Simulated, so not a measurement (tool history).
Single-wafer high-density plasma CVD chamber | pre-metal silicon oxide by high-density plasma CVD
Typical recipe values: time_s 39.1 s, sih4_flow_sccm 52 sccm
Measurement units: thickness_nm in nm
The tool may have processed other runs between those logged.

| run | hour | time_s | sih4_flow_sccm | read-back reference wafer on the same gauge, thickness_nm | thickness_nm |
|---|---|---|---|---|---|
| 1 | 0.0 | 39.1 | 52 | 250.138 | 220.582 |
| 2 | 81.8 | 39.1 | 44 | 249.889 | 193.647 |
| 3 | 150.3 | 41.2 | 52 | 250.014 | 232.846 |
| 4 | 289.7 | 41.2 | 52 | 250.019 | 232.900 |
| 5 | 339.6 | 39.1 | 60 | 250.105 | 246.751 |
| 6 | 410.9 | 33.4 | 52 | 250.132 | 189.128 |
| 7 | 460.1 | 33.4 | 52 | 249.829 | 188.391 |
| 8 | 532.7 | 39.1 | 52 | 250.032 | 220.074 |
| 9 | 585.4 | 39.1 | 52 | 250.079 | 219.664 |
| 10 | 639.7 | 39.1 | 49 | 249.874 | 209.583 |
| 11 | 696.2 | 39.1 | 58 | 250.093 | 238.917 |
| 12 | 754.8 | 39.1 | 46 | 250.043 | 200.625 |
| 13 | 812.2 | 39.1 | 46 | 250.097 | 200.181 |
|  | 846.3 | gauge calibrated |
|  | 877.6 | silane flow controller replaced |
| 14 | 917.3 | 39.1 | 46 | 249.955 | 196.262 |
| 15 | 1004.5 | 39.1 | 52 | 249.786 | 215.602 |
| 16 | 1052.8 | 39.1 | 52 | 250.155 | 215.471 |
| 17 | 1131.3 | 32.6 | 48 | 249.864 | 169.246 |
|  | 1167.7 | silane flow controller replaced, repeated, since the last time left the tool worse |
| 18 | 1195.1 | 35.9 | 62 | 250.287 | 238.114 |
| 19 | 1254.6 | 33.7 | 61 | 249.915 | 221.168 |
| 20 | 1327.5 | 44.4 | 43 | 249.778 | 222.547 |
| 21 | 1368.6 | 39.1 | 52 | 250.115 | 225.785 |
| 22 | 1599.5 | 42.6 | 52 | 249.802 | 245.632 |
| 23 | 1697.0 | 31.7 | 62 | 250.022 | 209.733 |
| 24 | 1749.1 | 32.8 | 44 | 250.025 | 166.551 |
| 25 | 1807.1 | 39.1 | 52 | 250.136 | 225.100 |
| 26 | 1908.2 | 32.6 | 52 | 249.989 | 187.712 |
| 27 | 1971.3 | 42.0 | 42 | 250.138 | 205.739 |
| 28 | 2008.0 | 39.1 | 59 | 250.022 | 247.583 |
| 29 | 2098.4 | 36.9 | 49 | 249.917 | 202.184 |
| 30 | 2169.4 | 39.1 | 52 | 250.010 | 224.805 |
| 31 | 2283.5 | 45.6 | 44 | 250.026 | 230.305 |
| 32 | 2324.4 | 39.1 | 52 | 249.956 | 223.418 |
| 33 | 2398.6 | 31.6 | 44 | 250.161 | 159.707 |

3 ways to go on from here, each from the tool as it stands after run 33. What would each give?
| A | 2399.0 | 39.1 | 52 | ? | ? |
| B | 2399.0 | 36.2 | 56 | ? | ? |
| C | 2399.0 | 34.5 | 44 | ? | ? |

| run | read-back reference wafer on the same gauge, thickness_nm | thickness_nm |
|---|---|---|
| A | 249.886 | 223.733 |
| B | 249.886 | 219.484 |
| C | 249.886 | 173.879 |
What these runs would have given with no unlogged condition in the tool:
| run | thickness_nm |
|---|---|
| A | 226.223 |
| B | 221.928 |
| C | 175.815 |
